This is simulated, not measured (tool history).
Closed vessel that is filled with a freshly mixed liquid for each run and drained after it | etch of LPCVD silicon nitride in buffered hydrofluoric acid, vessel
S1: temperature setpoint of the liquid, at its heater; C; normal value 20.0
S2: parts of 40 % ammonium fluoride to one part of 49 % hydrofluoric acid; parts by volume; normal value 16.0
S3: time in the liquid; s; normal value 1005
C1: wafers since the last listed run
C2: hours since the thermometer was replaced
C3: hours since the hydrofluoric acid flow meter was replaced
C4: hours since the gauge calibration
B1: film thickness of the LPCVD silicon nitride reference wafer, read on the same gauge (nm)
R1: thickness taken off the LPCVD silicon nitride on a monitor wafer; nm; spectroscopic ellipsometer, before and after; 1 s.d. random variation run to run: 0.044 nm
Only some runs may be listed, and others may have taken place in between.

run 1 hour=0.0 | S1=20.0 S2=16.0 S3=1005 | C1=0 C2=583.6 C3=183.0 C4=333.0 | B1=99.99 | R1=6.75
run 2 hour=23.3 | S1=20.0 S2=16.0 S3=1005 | C1=1323 C2=606.9 C3=206.3 C4=356.3 | B1=100.02 | R1=6.65
run 3 hour=39.3 | S1=20.0 S2=16.0 S3=1005 | C1=908 C2=622.9 C3=222.3 C4=372.3 | B1=100.02 | R1=6.77
run 4 hour=61.9 | S1=20.0 S2=16.0 S3=845 | C1=1283 C2=645.5 C3=244.9 C4=394.9 | B1=100.00 | R1=5.75
run 5 hour=90.0 | S1=20.0 S2=16.0 S3=845 | C1=1596 C2=673.6 C3=273.0 C4=423.0 | B1=100.01 | R1=5.74
run 6 hour=117.8 | S1=18.0 S2=20.5 S3=1005 | C1=1578 C2=701.4 C3=300.8 C4=450.8 | B1=100.00 | R1=4.75
run 7 hour=135.9 | S1=21.5 S2=16.0 S3=1005 | C1=1028 C2=719.5 C3=318.9 C4=468.9 | B1=100.01 | R1=7.47
run 8 hour=157.1 | S1=20.0 S2=16.0 S3=1005 | C1=1204 C2=740.7 C3=340.1 C4=490.1 | B1=100.01 | R1=6.76
-- hour=203.4 gauge calibrated
-- hour=219.5 thermometer replaced
run 9 hour=232.0 | S1=20.0 S2=16.0 S3=1005 | C1=4197 C2=12.5 C3=415.0 C4=28.6 | B1=100.00 | R1=6.82
run 10 hour=314.8 | S1=20.0 S2=16.0 S3=1005 | C1=4702 C2=95.3 C3=497.8 C4=111.4 | B1=100.03 | R1=6.85
run 11 hour=345.4 | S1=20.0 S2=16.0 S3=1160 | C1=1738 C2=125.9 C3=528.4 C4=142.0 | B1=99.99 | R1=7.93
run 12 hour=375.9 | S1=17.0 S2=16.0 S3=1005 | C1=1732 C2=156.4 C3=558.9 C4=172.5 | B1=99.99 | R1=5.83
run 13 hour=393.8 | S1=20.0 S2=16.0 S3=1005 | C1=1016 C2=174.3 C3=576.8 C4=190.4 | B1=100.00 | R1=6.95

For run 14, what comes out?
run 14 hour=418.6 | S1=20.0 S2=16.0 S3=1005 | C1=1408 C2=199.1 C3=601.6 C4=215.2 | B1=? | R1=?

B1: 100.00
R1: 6.88 nm
Were there no unlogged condition in the tool, this run, its random variation unchanged, would have produced R1 6.66 nm.
